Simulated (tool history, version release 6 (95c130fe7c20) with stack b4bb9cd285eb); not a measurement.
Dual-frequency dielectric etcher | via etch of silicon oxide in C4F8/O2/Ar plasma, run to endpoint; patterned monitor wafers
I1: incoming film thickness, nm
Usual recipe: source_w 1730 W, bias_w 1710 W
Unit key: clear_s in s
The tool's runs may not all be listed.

Run 1, hour 0: usual settings; I1 920. Result: clear_s 192.1 s.
Run 2, hour 95.2: usual settings; I1 926.9. Result: clear_s 194.3 s.
Run 3, hour 162.4: usual settings but source_w 1600 W, bias_w 2002 W; I1 917.4. Result: clear_s 192.4 s.
Run 4, hour 218.3: usual settings but source_w 1600 W, bias_w 2002 W; I1 921.2. Result: clear_s 192.5 s.
At hour 401.3: bias power generator calibrated.
Run 5, hour 410.2: usual settings but source_w 1600 W, bias_w 2002 W; I1 927. Result: clear_s 195.1 s.
Run 6, hour 468.3: usual settings; I1 928.7. Result: clear_s 201.5 s.
At hour 515.1: wet clean of the chamber.
At hour 522.4: source power generator calibrated.
Run 7, hour 524.6: usual settings; I1 928.7. Result: clear_s 192 s.
Run 8, hour 614.3: usual settings; I1 917.4. Result: clear_s 194.4 s.
Run 9, hour 670.6: usual settings; I1 918.7. Result: clear_s 193.8 s.
Run 10, hour 988: usual settings but bias_w 1921 W; I1 923.2. Result: clear_s 195.7 s.
Run 11, hour 1054.3: usual settings but bias_w 1921 W; I1 917.3. Result: clear_s 191.1 s.
Run 12, hour 1118.5: usual settings but source_w 1870 W; I1 927.3. Result: clear_s 197.5 s.
Run 13, hour 1198.5: usual settings but source_w 1870 W; I1 920.2. Result: clear_s 198.9 s.
Run 14, hour 1260.9: usual settings but source_w 2000 W, bias_w 1364 W; I1 911.7. Result: clear_s 206.4 s.
At hour 1302.8: wet clean of the chamber.
Run 15, hour 1346.7: usual settings but source_w 1310 W, bias_w 1596 W; I1 923.7. Result: clear_s 217.9 s.
Run 16, hour 1399: usual settings but source_w 1360 W, bias_w 1293 W; I1 923.4. Result: clear_s 232 s.
Run 17, hour 1435.6: usual settings but source_w 1850 W, bias_w 1339 W; I1 924.8. Result: clear_s 202.7 s.
Run 18, hour 1495.7: usual settings but source_w 2130 W, bias_w 1427 W; I1 926.6. Result: clear_s 187.1 s.
Run 19, hour 1552.9: usual settings; I1 922.9. Result: clear_s 196.4 s.
At hour 1589.3: upper electrode replaced.
Run 20, hour 1636.7: usual settings but source_w 1380 W, bias_w 1490 W; I1 909.4. Result: clear_s 222.7 s.
Run 21, hour 1710.1: usual settings but source_w 1530 W, bias_w 1965 W; I1 919.3. Result: clear_s 197.2 s.
Run 22, hour 1770.7: usual settings but source_w 2100 W, bias_w 2087 W; I1 918.8. Result: clear_s 173.6 s.
Run 23, hour 1831: usual settings; I1 921.5. Result: clear_s 197.3 s.
Run 24, hour 1878.4: usual settings; I1 918.9. Result: clear_s 200.1 s.
Run 25, hour 1946.5: usual settings but source_w 1550 W, bias_w 1458 W; I1 910. Result: clear_s 215.6 s.
Run 26, hour 1998.9: usual settings but source_w 1600 W, bias_w 1885 W; I1 917.6. Result: clear_s 198.9 s.
At hour 2063.3: wet clean of the chamber.
Run 27, hour 2090.2: usual settings but source_w 2020 W, bias_w 1511 W; I1 923.4. Result: clear_s 186.9 s.
Run 28, hour 2142.1: usual settings; I1 921.1. Result: clear_s 192 s.
Run 29, hour 2198.9: usual settings but source_w 1520 W, bias_w 2004 W; I1 926.4. Result: clear_s 195 s.
Run 30, hour 2259.1: usual settings; I1 927.1. Result: clear_s 195.6 s.
Run 31, hour 2311.5: usual settings but source_w 1910 W, bias_w 1385 W; I1 916.6. Result: clear_s 195.5 s.
Run 32, hour 2369.5: usual settings but source_w 2130 W, bias_w 1899 W; I1 918.3. Result: clear_s 172.8 s.
Run 33, hour 2461.1: usual settings but source_w 1310 W, bias_w 1596 W; I1 921.3. Result: clear_s 222 s.
Run 34, hour 2539.8: usual settings but source_w 1440 W, bias_w 1423 W; I1 910.9. Result: clear_s 222.9 s.
Run 35, hour 2640.6: usual settings but source_w 1490 W, bias_w 1467 W; I1 929.2. Result: clear_s 223.9 s.

Alternative continuations, all from the tool just after run 35; predict every row:
Run A, hour 2641.1: usual settings but source_w 1590 W; I1 909.7. Result: clear_s ?.
Run B, hour 2641.1: usual settings but source_w 1950 W, bias_w 1395 W; I1 909.7. Result: clear_s ?.
Run C, hour 2641.1: usual settings but source_w 1500 W, bias_w 1868 W; I1 909.7. Result: clear_s ?.
Run D, hour 2641.1: usual settings but source_w 1930 W, bias_w 1931 W; I1 909.7. Result: clear_s ?.

run  clear_s
  A    205.1
  B    201.5
  C    204.1
  D    182.9
The same runs, with their run-to-run variation unchanged, on a tool lacking any hidden condition would have given:
run  clear_s
  A      197
  B    193.5
  C      196
  D    175.7
